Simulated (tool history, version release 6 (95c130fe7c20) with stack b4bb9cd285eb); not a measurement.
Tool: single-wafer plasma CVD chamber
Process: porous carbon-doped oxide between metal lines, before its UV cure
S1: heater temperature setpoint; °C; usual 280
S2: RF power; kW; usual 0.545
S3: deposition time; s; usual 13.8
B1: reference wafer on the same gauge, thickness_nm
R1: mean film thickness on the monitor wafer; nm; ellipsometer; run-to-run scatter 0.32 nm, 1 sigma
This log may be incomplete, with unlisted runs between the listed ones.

run	day	S1	S2	S3	B1	R1
1	0	280	0.49	13.8	92.047	86.804
2	8.921	280	0.545	13.8	91.895	96.087
3	10.108	280	0.545	13.8	91.907	95.242
4	12.1	280	0.545	13.8	92.095	95.003
5	14.471	273	0.545	13.8	91.958	98.643
6	16.746	280	0.545	13.8	91.97	96.269
7	17.571	280	0.545	13.8	92.087	95.589
8	19.438	280	0.545	13.8	92.008	95.375
9	20.746	280	0.545	12.6	92.042	87.685
10	23.125	280	0.545	12.6	91.978	87.351
11	24.888	280	0.47	15.5	91.988	95.828
12	27.633	280	0.545	14.8	92.115	101.022
13	30.046	280	0.545	13.8	91.94	94.392
14	31.346	280	0.545	13.8	92.064	94.855
15	34.162	280	0.545	15.2	92.104	103.523
16	36.758	292	0.545	13.8	91.971	88.317
17	39.158	280	0.545	13.8	92.005	94.639
18	41.446	280	0.545	13.8	91.988	93.739
19	44.183	288	0.655	15.3	92.138	116.036
20	46.696	267	0.445	11.6	92.13	76.723
21	49.188	280	0.545	11.4	92.023	81.139
22	50.792	280	0.545	13.8	91.866	97.095
23	52.375	280	0.545	13.8	91.87	97.071
24	61.183	271	0.475	12.3	91.873	82.255
25	63.062	280	0.645	13.8	91.966	108.389
26	64.208	280	0.545	13.8	92.012	96.312
27	65.392	265	0.47	13.8	92.021	94.549
28	67.45	295	0.545	14.6	91.913	92.852
29	70.025	267	0.615	11.2	92.045	91.608
30	71.95	271	0.455	16.4	92	104.424
31	73.654	271	0.545	11.5	92.014	84.677
32	78.612	270	0.455	13	92.142	84.124
33	80.588	265	0.47	13.8	92.076	93.81
34	82.696	280	0.545	13.8	91.935	95.103

Taken out of this log: 4 entries between the listed runs. Where each belongs, and how the hidden state differs across it:
From run 5 to run 6: showerhead replaced, of another model than before (day 16.725)
  delivered RF power above the setpoint (%): -2.99 -> -3.18
  measured value less the no-hidden-state value, R1: -2.803 -> -2.118 nm
From run 17 to run 18: thermocouple changed; heater temperature recalibrated (day 40.175)
  delivered RF power above the setpoint (%): -5.03 -> -5.22
  measured value less the no-hidden-state value, R1: -3.346 -> -3.444 nm
From run 18 to run 19: RF generator calibrated (day 42.675)
  delivered RF power above the setpoint (%): -5.22 -> -0.489
  measured value less the no-hidden-state value, R1: -3.444 -> -0.37 nm
From run 23 to run 24: gauge calibrated (day 56.667)
  delivered RF power above the setpoint (%): -1.16 -> -1.89
  measured value less the no-hidden-state value, R1: -0.769 -> -1.082 nm
